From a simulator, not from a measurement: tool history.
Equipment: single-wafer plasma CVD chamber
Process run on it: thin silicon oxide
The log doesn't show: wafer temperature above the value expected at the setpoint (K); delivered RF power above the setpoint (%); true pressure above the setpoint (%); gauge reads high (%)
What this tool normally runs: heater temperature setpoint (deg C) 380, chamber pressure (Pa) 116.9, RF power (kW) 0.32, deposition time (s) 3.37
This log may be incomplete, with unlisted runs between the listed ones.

run,hour,heater temperature setpoint (deg C),chamber pressure (Pa),RF power (kW),deposition time (s),wafers since the last listed run,hours since the last thermocouple change,hours since the last RF generator calibration,hours since the last manometer calibration,hours since the showerhead was replaced,hours since the gauge calibration,"read-back reference wafer on the same gauge, thickness_nm",mean film thickness on the monitor wafer (nm)
1,0,380,116.9,0.32,3.37,0,12.1,2193.5,678.2,47,983,7.43,7.256
2,27.3,380,116.9,0.32,3.37,484,39.4,2220.8,705.5,74.3,1010.3,7.429,7.257
3,46.3,380,116.9,0.32,3.37,337,58.4,2239.8,724.5,93.3,1029.3,7.428,7.33
# hour 55: RF generator calibrated
4,81.1,380,116.9,0.32,3.37,475,93.2,26.1,759.3,128.1,1064.1,7.431,7.307
5,117.1,380,98.3,0.32,3.37,638,129.2,62.1,795.3,164.1,1100.1,7.425,6.169
6,140.9,380,116.9,0.32,3.84,422,153,85.9,819.1,187.9,1123.9,7.435,8.379
7,166.7,380,116.9,0.32,2.89,457,178.8,111.7,844.9,213.7,1149.7,7.425,6.317
# hour 177.4: gauge calibrated
8,180.7,391,93.5,0.32,3.37,248,192.8,125.7,858.9,227.7,3.3,7.43,5.774
9,235.1,380,143.3,0.32,3.78,964,247.2,180.1,913.3,282.1,57.7,7.426,9.716
10,269.7,380,108.9,0.32,3.37,613,281.8,214.7,947.9,316.7,92.3,7.427,6.951
11,335.6,395,142.8,0.26,3.91,1168,347.7,280.6,1013.8,382.6,158.2,7.426,9.158
12,357.4,380,116.9,0.32,3.37,386,369.5,302.4,1035.6,404.4,180,7.432,7.476
13,372,380,125.5,0.28,3.03,258,384.1,317,1050.2,419,194.6,7.435,6.712
14,395.2,380,116.9,0.32,3.37,411,407.3,340.2,1073.4,442.2,217.8,7.442,7.416
# hour 411.8: capacitance manometer re-zeroed and calibrated
15,415.5,380,116.9,0.32,3.96,218,427.6,360.5,3.7,462.5,238.1,7.433,8.365
16,456.9,369,116.9,0.32,3.37,734,469,401.9,45.1,503.9,279.5,7.43,7.176
17,478.1,380,116.9,0.32,3.37,376,490.2,423.1,66.3,525.1,300.7,7.43,7.097
18,498.4,376,116.9,0.32,4,360,510.5,443.4,86.6,545.4,321,7.423,8.45
19,530.3,380,103.2,0.34,3.08,565,542.4,475.3,118.5,577.3,352.9,7.414,5.842
20,543.1,392,102.4,0.32,3.37,227,555.2,488.1,131.3,590.1,365.7,7.428,6.148
21,562.2,395,142.8,0.26,3.91,338,574.3,507.2,150.4,609.2,384.8,7.435,8.789
22,585.7,394,127.6,0.3,3.86,416,597.8,530.7,173.9,632.7,408.3,7.436,8.543
23,609.7,380,116.9,0.32,3.37,425,621.8,554.7,197.9,656.7,432.3,7.42,7.089
24,634.2,380,116.9,0.32,3.37,434,646.3,579.2,222.4,681.2,456.8,7.436,7.085
25,658.8,375,106.9,0.345,2.96,436,670.9,603.8,247,705.8,481.4,7.418,5.962
26,683.3,392,101.3,0.32,3,434,695.4,628.3,271.5,730.3,505.9,7.431,5.41
27,711.4,380,116.9,0.32,3.78,498,723.5,656.4,299.6,758.4,534,7.431,8.051
28,743.7,395,92.8,0.32,3.37,572,755.8,688.7,331.9,790.7,566.3,7.428,5.506
29,771.1,380,116.9,0.32,3.64,486,783.2,716.1,359.3,818.1,593.7,7.435,7.759

Each row is a separate what-if for the run after 29, all from the same tool condition, not one after another. Results?
A,771.5,380,135.2,0.32,3.37,7,783.6,716.5,359.7,818.5,594.1,?,?
B,771.5,394,116.9,0.3,3.37,7,783.6,716.5,359.7,818.5,594.1,?,?
C,771.5,368,87.9,0.32,3.01,7,783.6,716.5,359.7,818.5,594.1,?,?
D,771.5,384,140.3,0.26,3.68,7,783.6,716.5,359.7,818.5,594.1,?,?

run,"read-back reference wafer on the same gauge, thickness_nm",mean film thickness on the monitor wafer (nm)
A,7.43,8.153
B,7.43,6.96
C,7.43,4.738
D,7.43,8.365
What these runs would have given with no unlogged condition in the tool:
run,mean film thickness on the monitor wafer (nm)
A,8.027
B,6.824
C,4.62
D,8.236

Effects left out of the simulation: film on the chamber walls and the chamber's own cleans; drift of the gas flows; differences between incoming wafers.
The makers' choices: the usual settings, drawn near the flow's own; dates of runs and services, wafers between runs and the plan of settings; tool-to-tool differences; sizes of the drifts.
